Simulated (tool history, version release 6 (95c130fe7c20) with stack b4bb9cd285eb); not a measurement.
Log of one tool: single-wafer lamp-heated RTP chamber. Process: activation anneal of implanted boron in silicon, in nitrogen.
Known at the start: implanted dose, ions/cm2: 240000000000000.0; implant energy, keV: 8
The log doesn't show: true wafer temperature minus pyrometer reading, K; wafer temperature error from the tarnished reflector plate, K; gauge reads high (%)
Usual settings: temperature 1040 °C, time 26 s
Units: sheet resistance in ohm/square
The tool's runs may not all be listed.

run   hour  temperature  time  wafers since the last listed run  wafers since the last pyrometer calibration  wafers since the reflector plate was cleaned  hours since the gauge calibration  read-back reference wafer on the same gauge, sheet resistance  sheet resistance
  1      0         1040    26                                 0                                         3499                                          6780                              311.5                                                          446.1            417.58
  2   29.7         1040    26                               226                                         3725                                          7007                              341.2                                                         445.78             418.4
  3   51.5         1040    26                               166                                         3892                                          7173                                363                                                         446.06            417.81
  4   71.1         1040    26                               149                                         4041                                          7323                              382.6                                                         445.99            416.85
  5   89.9         1040    26                               143                                         4185                                          7466                              401.4                                                         445.77            418.18
  6  102.5         1040    26                                96                                         4281                                          7563                                414                                                          446.1            416.86
  7  130.9         1020    31                               216                                         4498                                          7779                              442.4                                                         445.96            419.06
  8  161.9         1020    31                               236                                         4735                                          8016                              473.4                                                         446.08            419.91
  9  197.5         1040    26                               271                                         5006                                          8288                                509                                                         445.95             417.7
 10  219.5         1040    26                               167                                         5174                                          8456                                531                                                         446.21            417.95
 11  239.5         1040    26                               152                                         5327                                          8608                                551                                                         445.86             416.3
     251.5  -- pyrometer window cleaned and pyrometer calibrated
 12    319         1040    26                               545                                          515                                          9154                              630.5                                                         445.61            418.06
 13  353.7         1040    26                               264                                          780                                          9419                              665.2                                                         445.93            417.83
 14  381.2         1040    21                               209                                          990                                          9629                              692.7                                                         446.24            417.92
 15  394.6         1040    26                               102                                         1092                                          9731                              706.1                                                         446.11            417.98
 16    425         1051    26                               232                                         1324                                          9963                              736.5                                                         445.98            417.33
 17  457.2         1050    41                               245                                         1570                                         10209                              768.7                                                         445.86            413.11
 18  481.5         1013    17                               185                                         1755                                         10394                                793                                                         445.98            422.87
 19  512.1         1040    18                               233                                         1989                                         10628                              823.6                                                          445.8            419.34
 20  547.1         1019    26                               267                                         2256                                         10895                              858.6                                                         446.33             421.5
     565.4  -- reflector plate cleaned
 21  565.9         1032    26                                82                                         2338                                             3                              877.4                                                         445.73            419.31
 22  587.4         1040    26                               164                                         2502                                           167                              898.9                                                         446.14            417.72
 23  606.7         1040    26                               147                                         2650                                           315                              918.2                                                         446.34            417.89
     619.8  -- gauge calibrated
 24  628.5         1011    21                               166                                         2816                                           481                                8.7                                                         446.14            422.81
 25  657.8         1010    18                               223                                         3040                                           705                                 38                                                         446.28            423.62
 26  689.8         1040    26                               244                                         3284                                           949                                 70                                                         445.92            418.07
 27  748.4         1017    12                               447                                         3731                                          1396                              128.6                                                         445.89            423.98
 28  774.4         1040    26                               198                                         3930                                          1595                              154.6                                                         446.11            418.22
 29  794.1         1011    26                               150                                         4080                                          1745                              174.3                                                         446.18            422.34

5 ways to go on from here, each from the tool as it stands after run 29. What would each give?
  A  794.5         1040    26                                 3                                         4083                                          1748                              174.7                                                              ?                 ?
  B  794.5         1040    34                                 3                                         4083                                          1748                              174.7                                                              ?                 ?
  C  794.5         1040    41                                 3                                         4083                                          1748                              174.7                                                              ?                 ?
  D  794.5         1016    26                                 3                                         4083                                          1748                              174.7                                                              ?                 ?
  E  794.5         1054    26                                 3                                         4083                                          1748                              174.7                                                              ?                 ?

run  read-back reference wafer on the same gauge, sheet resistance  sheet resistance
  A                                                         445.98            417.64
  B                                                         445.98            415.82
  C                                                         445.98            414.37
  D                                                         445.98            420.97
  E                                                         445.98            415.88
Without the tool's hidden state the same runs would have given:
run  sheet resistance
  A            417.64
  B            415.82
  C            414.37
  D            420.97
  E            415.88
